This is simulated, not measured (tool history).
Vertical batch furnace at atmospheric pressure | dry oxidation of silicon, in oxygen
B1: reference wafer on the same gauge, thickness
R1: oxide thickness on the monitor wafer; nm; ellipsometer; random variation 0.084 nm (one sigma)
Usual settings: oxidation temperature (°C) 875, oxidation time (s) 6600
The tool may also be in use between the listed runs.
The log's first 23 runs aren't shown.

run 24 hour=1079.8 | oxidation_temperature_(°C)=875 oxidation_time_(s)=3900 | B1=26.17 | R1=15.53
run 25 hour=1140.1 | oxidation_temperature_(°C)=868 oxidation_time_(s)=9270 | B1=26.19 | R1=25.77
run 26 hour=1202.8 | oxidation_temperature_(°C)=866 oxidation_time_(s)=8100 | B1=26.19 | R1=23.09
-- hour=1266.5 boat lift adjusted
run 27 hour=1267 | oxidation_temperature_(°C)=875 oxidation_time_(s)=6600 | B1=26.22 | R1=22.16
run 28 hour=1315.5 | oxidation_temperature_(°C)=852 oxidation_time_(s)=6600 | B1=26.18 | R1=17.19
run 29 hour=1355.3 | oxidation_temperature_(°C)=875 oxidation_time_(s)=4080 | B1=26.2 | R1=16.05
run 30 hour=1406.8 | oxidation_temperature_(°C)=894 oxidation_time_(s)=8520 | B1=26.22 | R1=31.99
run 31 hour=1475.1 | oxidation_temperature_(°C)=886 oxidation_time_(s)=9270 | B1=26.17 | R1=30.89
run 32 hour=1510.9 | oxidation_temperature_(°C)=875 oxidation_time_(s)=6600 | B1=26.23 | R1=22.01
run 33 hour=1695.9 | oxidation_temperature_(°C)=875 oxidation_time_(s)=8100 | B1=26.15 | R1=25.26
run 34 hour=1730.7 | oxidation_temperature_(°C)=855 oxidation_time_(s)=8460 | B1=26.22 | R1=21.1
run 35 hour=1791.6 | oxidation_temperature_(°C)=899 oxidation_time_(s)=7740 | B1=26.2 | R1=31.56

Forecast each of these 5 alternatives for the next run:
run A hour=1798 | oxidation_temperature_(°C)=875 oxidation_time_(s)=6600 | B1=? | R1=?
run B hour=1798 | oxidation_temperature_(°C)=861 oxidation_time_(s)=5130 | B1=? | R1=?
run C hour=1798 | oxidation_temperature_(°C)=883 oxidation_time_(s)=9000 | B1=? | R1=?
run D hour=1798 | oxidation_temperature_(°C)=891 oxidation_time_(s)=9420 | B1=? | R1=?
run E hour=1798 | oxidation_temperature_(°C)=875 oxidation_time_(s)=8040 | B1=? | R1=?

run=A B1=26.2 R1=22.25
run=B B1=26.2 R1=16.15
run=C B1=26.2 R1=29.73
run=D B1=26.2 R1=33.39
run=E B1=26.2 R1=25.34
Without the tool's hidden state the same runs would have given:
run=A R1=22.25
run=B R1=16.15
run=C R1=29.73
run=D R1=33.39
run=E R1=25.34
